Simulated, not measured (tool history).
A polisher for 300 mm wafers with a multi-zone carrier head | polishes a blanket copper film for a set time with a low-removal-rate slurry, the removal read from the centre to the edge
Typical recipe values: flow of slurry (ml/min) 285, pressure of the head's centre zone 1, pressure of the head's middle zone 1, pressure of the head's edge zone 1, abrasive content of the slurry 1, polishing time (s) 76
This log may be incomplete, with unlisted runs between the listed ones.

run,hour,flow of slurry (ml/min),pressure of the head's centre zone,pressure of the head's middle zone,pressure of the head's edge zone,abrasive content of the slurry,polishing time (s),"incoming thickness of the incoming film, nm",film removed at the wafer's centre (Å),film removed at mid-radius (Å),film removed at the wafer's edge (Å)
1,0,250,1.05,1.08,1,0.8,76,1040.3,1984,2197,1959
2,60.1,285,1,1.08,1,1.25,98,1055.5,2835,3271,2975
# hour 74.1: worn pad replaced by a new one
# hour 77: edge zone pressure recalibrated
3,111.8,285,1,1.12,1.04,1.15,65,1047,1810,2171,1970
4,140.1,285,1,1,1,1,76,1036.7,2032,2135,2163
5,208.3,285,1,1.12,1.04,1.15,65,1035,1800,2148,1976
6,246.5,285,1.04,1.05,1,0.85,94,1049,2483,2775,2533
7,275.6,285,1,1,1,1,76,1060.1,1981,2273,2187
8,319.4,285,1.11,0.94,1,1,99,1044.5,2881,2751,2806
9,380.3,315,1,1,1,1,76,1037.7,1987,2265,2186
10,441.1,285,1,1.08,1,1.25,98,1053.8,2732,3344,2975
# hour 451.2: worn pad replaced by a new one
11,533.3,195,1,1.08,1,1,88,1043.8,2130,2569,2376
# hour 549.9: slurry nozzle cleaned
12,582.8,285,1,1,1,1.25,58,1033.8,1574,1848,1752
# hour 586.8: centre zone pressure recalibrated
# hour 624.5: edge zone pressure recalibrated
13,646.4,285,1.09,0.88,1,1,76,1041.2,2299,1993,2165
14,707.8,285,1,1,1,1,76,1030.7,2147,2238,2176
15,769,210,1,1,1,1,76,1031.7,2015,2156,2102
# hour 822.5: worn pad replaced by a new one
16,833.3,285,1,1,1.11,1,76,1039.6,2106,2191,2281
# hour 853.8: carrier head's membrane replaced by a new one
17,860.7,285,1,1,1,0.85,76,1041.1,2025,2107,2056
18,900.4,285,1,0.94,1,1,57,1037.3,1576,1566,1624
19,937.9,285,1,1,1,1,76,1046.9,2128,2230,2152
20,994.4,285,0.96,0.96,1,0.9,53,1040.7,1350,1459,1459

Branching from run 20: 5 alternative next runs. What would each branch give?
A,994.8,285,1,1,1,1,76,1056.3,?,?,?
B,994.8,315,1,0.88,0.91,1,83,1056.3,?,?,?
C,994.8,285,1,1.11,1.04,1,50,1056.3,?,?,?
D,994.8,205,1,1,1,1,85,1056.3,?,?,?
E,994.8,285,1,0.94,1,1,76,1056.3,?,?,?

run,film removed at the wafer's centre (Å),film removed at mid-radius (Å),film removed at the wafer's edge (Å)
A,2092,2222,2205
B,2309,2205,2326
C,1377,1598,1477
D,2224,2375,2384
E,2091,2110,2207
What these runs would have given with no unlogged condition in the tool:
run,film removed at the wafer's centre (Å),film removed at mid-radius (Å),film removed at the wafer's edge (Å)
A,2083,2223,2205
B,2299,2205,2326
C,1371,1598,1477
D,2215,2375,2384
E,2082,2110,2207
